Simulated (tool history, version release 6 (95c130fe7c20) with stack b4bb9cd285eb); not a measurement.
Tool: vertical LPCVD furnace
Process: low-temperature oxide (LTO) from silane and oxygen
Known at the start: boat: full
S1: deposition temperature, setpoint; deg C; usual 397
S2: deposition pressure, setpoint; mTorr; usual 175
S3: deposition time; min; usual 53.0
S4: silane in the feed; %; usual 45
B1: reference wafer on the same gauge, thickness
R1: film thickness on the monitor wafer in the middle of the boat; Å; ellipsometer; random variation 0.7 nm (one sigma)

run 1 hour=0.0 | S1=397 S2=175 S3=53.0 S4=40 | B1=385.77 | R1=4135.2
run 2 hour=13.2 | S1=397 S2=175 S3=53.0 S4=40 | B1=385.96 | R1=4125.0
run 3 hour=22.3 | S1=397 S2=175 S3=66.5 S4=39 | B1=385.98 | R1=5006.9
run 4 hour=30.2 | S1=397 S2=175 S3=66.5 S4=39 | B1=386.20 | R1=5001.4
run 5 hour=37.8 | S1=397 S2=175 S3=66.5 S4=39 | B1=386.14 | R1=5017.2
run 6 hour=59.5 | S1=397 S2=175 S3=53.0 S4=45 | B1=386.16 | R1=4694.7
-- hour=94.1 pressure gauge zeroed
-- hour=98.5 silane flow controller replaced
run 7 hour=99.0 | S1=397 S2=175 S3=53.0 S4=45 | B1=385.86 | R1=4838.3
run 8 hour=103.5 | S1=397 S2=175 S3=53.0 S4=45 | B1=386.07 | R1=4851.7
run 9 hour=108.0 | S1=397 S2=175 S3=53.0 S4=45 | B1=386.12 | R1=4852.0
run 10 hour=114.6 | S1=397 S2=175 S3=53.0 S4=45 | B1=386.12 | R1=4834.7
run 11 hour=129.0 | S1=397 S2=175 S3=53.0 S4=45 | B1=385.68 | R1=4839.3
run 12 hour=141.4 | S1=397 S2=175 S3=53.0 S4=45 | B1=385.67 | R1=4850.8
run 13 hour=153.7 | S1=407 S2=185 S3=39.5 S4=45 | B1=386.00 | R1=4229.5
-- hour=179.0 thermocouples replaced and temperature profile calibrated
run 14 hour=179.5 | S1=397 S2=175 S3=53.0 S4=45 | B1=385.94 | R1=4642.4
run 15 hour=193.0 | S1=397 S2=175 S3=53.0 S4=45 | B1=386.06 | R1=4633.8
run 16 hour=202.7 | S1=397 S2=140 S3=53.0 S4=40 | B1=386.10 | R1=3250.8
run 17 hour=216.7 | S1=393 S2=145 S3=58.5 S4=45 | B1=385.89 | R1=4052.9
run 18 hour=228.8 | S1=390 S2=215 S3=72.5 S4=45 | B1=386.22 | R1=7255.2
-- hour=230.7 gauge calibrated
run 19 hour=239.9 | S1=406 S2=190 S3=47.0 S4=50 | B1=385.99 | R1=5413.6
run 20 hour=254.3 | S1=397 S2=175 S3=53.0 S4=45 | B1=385.93 | R1=4651.7
run 21 hour=267.3 | S1=390 S2=175 S3=53.0 S4=50 | B1=385.78 | R1=4773.3
run 22 hour=280.0 | S1=386 S2=160 S3=35.0 S4=48 | B1=385.97 | R1=2664.6
run 23 hour=295.2 | S1=405 S2=195 S3=53.0 S4=41 | B1=385.89 | R1=5097.5
run 24 hour=307.6 | S1=397 S2=160 S3=53.0 S4=38 | B1=385.97 | R1=3505.1
run 25 hour=318.4 | S1=397 S2=175 S3=53.0 S4=50 | B1=386.10 | R1=5147.8
run 26 hour=336.4 | S1=397 S2=175 S3=53.0 S4=45 | B1=386.21 | R1=4662.7
run 27 hour=344.4 | S1=397 S2=175 S3=53.0 S4=45 | B1=386.01 | R1=4666.4
run 28 hour=353.2 | S1=397 S2=175 S3=53.0 S4=45 | B1=386.16 | R1=4667.4
run 29 hour=362.1 | S1=404 S2=175 S3=73.0 S4=47 | B1=385.96 | R1=7219.7
run 30 hour=381.1 | S1=397 S2=175 S3=67.5 S4=50 | B1=385.95 | R1=6558.7

5 ways to go on from here, each from the tool as it stands after run 30. What would each give?
run A hour=385.7 | S1=397 S2=145 S3=53.0 S4=45 | B1=? | R1=?
run B hour=385.7 | S1=397 S2=175 S3=32.5 S4=47 | B1=? | R1=?
run C hour=385.7 | S1=390 S2=155 S3=53.0 S4=45 | B1=? | R1=?
run D hour=385.7 | S1=397 S2=175 S3=39.0 S4=45 | B1=? | R1=?
run E hour=385.7 | S1=397 S2=175 S3=58.5 S4=40 | B1=? | R1=?

run=A B1=386.19 R1=3869.1
run=B B1=386.19 R1=2991.7
run=C B1=386.19 R1=3834.2
run=D B1=386.19 R1=3438.0
run=E B1=386.19 R1=4520.5
Without the tool's hidden state the same runs would have given:
run=A R1=3851.3
run=B R1=2976.6
run=C R1=3814.9
run=D R1=3420.3
run=E R1=4495.8
